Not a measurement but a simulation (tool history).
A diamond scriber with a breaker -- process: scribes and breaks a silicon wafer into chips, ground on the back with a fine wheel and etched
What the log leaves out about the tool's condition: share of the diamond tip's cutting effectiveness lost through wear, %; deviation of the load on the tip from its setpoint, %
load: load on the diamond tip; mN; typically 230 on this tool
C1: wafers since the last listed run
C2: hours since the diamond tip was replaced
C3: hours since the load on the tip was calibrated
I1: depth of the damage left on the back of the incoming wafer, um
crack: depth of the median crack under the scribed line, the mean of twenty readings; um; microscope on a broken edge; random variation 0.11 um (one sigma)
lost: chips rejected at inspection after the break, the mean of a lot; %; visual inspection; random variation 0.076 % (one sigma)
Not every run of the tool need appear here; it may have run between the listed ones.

Run 1, hour 0.0: usual settings but load 200 mN; C1 0; C2 119.0; C3 837.8; I1 0.74. Result: crack 11.96 um, lost 2.91 %.
Run 2, hour 33.1: usual settings; C1 91; C2 152.1; C3 870.9; I1 0.46. Result: crack 13.08 um, lost 1.99 %.
Run 3, hour 79.4: usual settings; C1 128; C2 198.4; C3 917.2; I1 0.62. Result: crack 12.66 um, lost 2.03 %.
Run 4, hour 150.8: usual settings; C1 197; C2 269.8; C3 988.6; I1 0.37. Result: crack 12.70 um, lost 2.10 %.
Run 5, hour 206.6: usual settings; C1 154; C2 325.6; C3 1044.4; I1 0.41. Result: crack 12.40 um, lost 2.16 %.
At hour 263.5: diamond tip replaced by a new one.
Run 6, hour 268.2: usual settings; C1 165; C2 4.7; C3 1106.0; I1 0.46. Result: crack 13.06 um, lost 1.98 %.
Run 7, hour 329.0: usual settings but load 278 mN; C1 168; C2 65.5; C3 1166.8; I1 0.75. Result: crack 14.42 um, lost 2.81 %.
Run 8, hour 393.6: usual settings but load 272 mN; C1 178; C2 130.1; C3 1231.4; I1 0.80. Result: crack 14.40 um, lost 2.56 %.
Run 9, hour 426.1: usual settings but load 272 mN; C1 90; C2 162.6; C3 1263.9; I1 0.38. Result: crack 14.05 um, lost 2.41 %.
Run 10, hour 490.6: usual settings; C1 178; C2 227.1; C3 1328.4; I1 0.36. Result: crack 12.89 um, lost 1.98 %.
Run 11, hour 535.5: usual settings; C1 124; C2 272.0; C3 1373.3; I1 0.43. Result: crack 12.89 um, lost 2.17 %.
Run 12, hour 582.5: usual settings; C1 130; C2 319.0; C3 1420.3; I1 0.61. Result: crack 12.56 um, lost 2.30 %.
Run 13, hour 628.9: usual settings; C1 128; C2 365.4; C3 1466.7; I1 0.33. Result: crack 12.20 um, lost 2.31 %.
At hour 652.4: diamond tip replaced by a new one.
Run 14, hour 667.7: usual settings; C1 101; C2 15.3; C3 1505.5; I1 0.75. Result: crack 13.23 um, lost 2.01 %.
Run 15, hour 727.5: usual settings; C1 165; C2 75.1; C3 1565.3; I1 0.52. Result: crack 12.96 um, lost 1.81 %.
Run 16, hour 784.0: usual settings but load 205 mN; C1 156; C2 131.6; C3 1621.8; I1 0.45. Result: crack 12.00 um, lost 2.57 %.
Run 17, hour 851.9: usual settings but load 205 mN; C1 188; C2 199.5; C3 1689.7; I1 0.38. Result: crack 11.99 um, lost 2.81 %.
At hour 858.1: load on the tip recalibrated.
Run 18, hour 893.2: usual settings; C1 108; C2 240.8; C3 35.1; I1 0.55. Result: crack 12.80 um, lost 2.05 %.
Run 19, hour 1022.5: usual settings; C1 358; C2 370.1; C3 164.4; I1 0.70. Result: crack 12.14 um, lost 2.39 %.
Run 20, hour 1067.7: usual settings; C1 125; C2 415.3; C3 209.6; I1 0.50. Result: crack 12.06 um, lost 2.94 %.
Run 21, hour 1095.5: usual settings but load 259 mN; C1 76; C2 443.1; C3 237.4; I1 0.64. Result: crack 12.64 um, lost 2.05 %.
At hour 1113.2: diamond tip replaced by a new one.
Run 22, hour 1125.0: usual settings but load 181 mN; C1 76; C2 11.8; C3 266.9; I1 0.70. Result: crack 11.45 um, lost 3.69 %.
Run 23, hour 1154.3: usual settings but load 256 mN; C1 81; C2 41.1; C3 296.2; I1 0.57. Result: crack 14.01 um, lost 2.24 %.
Run 24, hour 1179.5: usual settings; C1 69; C2 66.3; C3 321.4; I1 0.45. Result: crack 12.90 um, lost 1.94 %.
Run 25, hour 1237.6: usual settings; C1 160; C2 124.4; C3 379.5; I1 0.66. Result: crack 13.09 um, lost 1.96 %.
Run 26, hour 1289.4: usual settings; C1 143; C2 176.2; C3 431.3; I1 0.53. Result: crack 13.10 um, lost 1.93 %.
Run 27, hour 1332.0: usual settings but load 280 mN; C1 117; C2 218.8; C3 473.9; I1 0.68. Result: crack 14.38 um, lost 2.74 %.
Run 28, hour 1356.6: usual settings but load 267 mN; C1 68; C2 243.4; C3 498.5; I1 0.42. Result: crack 13.88 um, lost 2.09 %.
Run 29, hour 1386.8: usual settings but load 171 mN; C1 83; C2 273.6; C3 528.7; I1 0.78. Result: crack 10.62 um, lost 5.71 %.
Run 30, hour 1424.2: usual settings but load 188 mN; C1 103; C2 311.0; C3 566.1; I1 0.42. Result: crack 11.21 um, lost 4.83 %.
Run 31, hour 1481.5: usual settings but load 201 mN; C1 158; C2 368.3; C3 623.4; I1 0.48. Result: crack 11.43 um, lost 4.03 %.
Run 32, hour 1546.9: usual settings; C1 181; C2 433.7; C3 688.8; I1 0.40. Result: crack 12.03 um, lost 2.92 %.
At hour 1581.3: diamond tip replaced by a new one.
Run 33, hour 1609.1: usual settings but load 183 mN; C1 166; C2 27.8; C3 751.0; I1 0.51. Result: crack 11.48 um, lost 3.77 %.
Run 34, hour 1637.0: usual settings but load 191 mN; C1 77; C2 55.7; C3 778.9; I1 0.55. Result: crack 11.79 um, lost 3.00 %.
Run 35, hour 1702.6: usual settings but load 291 mN; C1 181; C2 121.3; C3 844.5; I1 0.43. Result: crack 14.87 um, lost 3.45 %.
Run 36, hour 1773.6: usual settings; C1 196; C2 192.3; C3 915.5; I1 0.49. Result: crack 12.87 um, lost 1.96 %.
Run 37, hour 1816.5: usual settings but load 164 mN; C1 118; C2 235.2; C3 958.4; I1 0.32. Result: crack 10.50 um, lost 6.92 %.
Run 38, hour 1867.2: usual settings; C1 140; C2 285.9; C3 1009.1; I1 0.79. Result: crack 12.65 um, lost 2.10 %.
Run 39, hour 1909.7: usual settings; C1 117; C2 328.4; C3 1051.6; I1 0.69. Result: crack 12.40 um, lost 2.37 %.
Run 40, hour 2056.3: usual settings but load 170 mN; C1 406; C2 475.0; C3 1198.2; I1 0.41. Result: crack 9.88 um, lost 9.43 %.

What will run 41 give?
At hour 2059.9: diamond tip replaced by a new one.
Run 41, hour 2091.4: usual settings but load 273 mN; C1 91; C2 31.5; C3 1233.3; I1 0.55. Result: crack ?, lost ?.

Run 41 measured crack 14.57 um, lost 2.63 %.
The same run, on a tool lacking any hidden state, would have yielded crack 14.69 um, lost 2.78 %.

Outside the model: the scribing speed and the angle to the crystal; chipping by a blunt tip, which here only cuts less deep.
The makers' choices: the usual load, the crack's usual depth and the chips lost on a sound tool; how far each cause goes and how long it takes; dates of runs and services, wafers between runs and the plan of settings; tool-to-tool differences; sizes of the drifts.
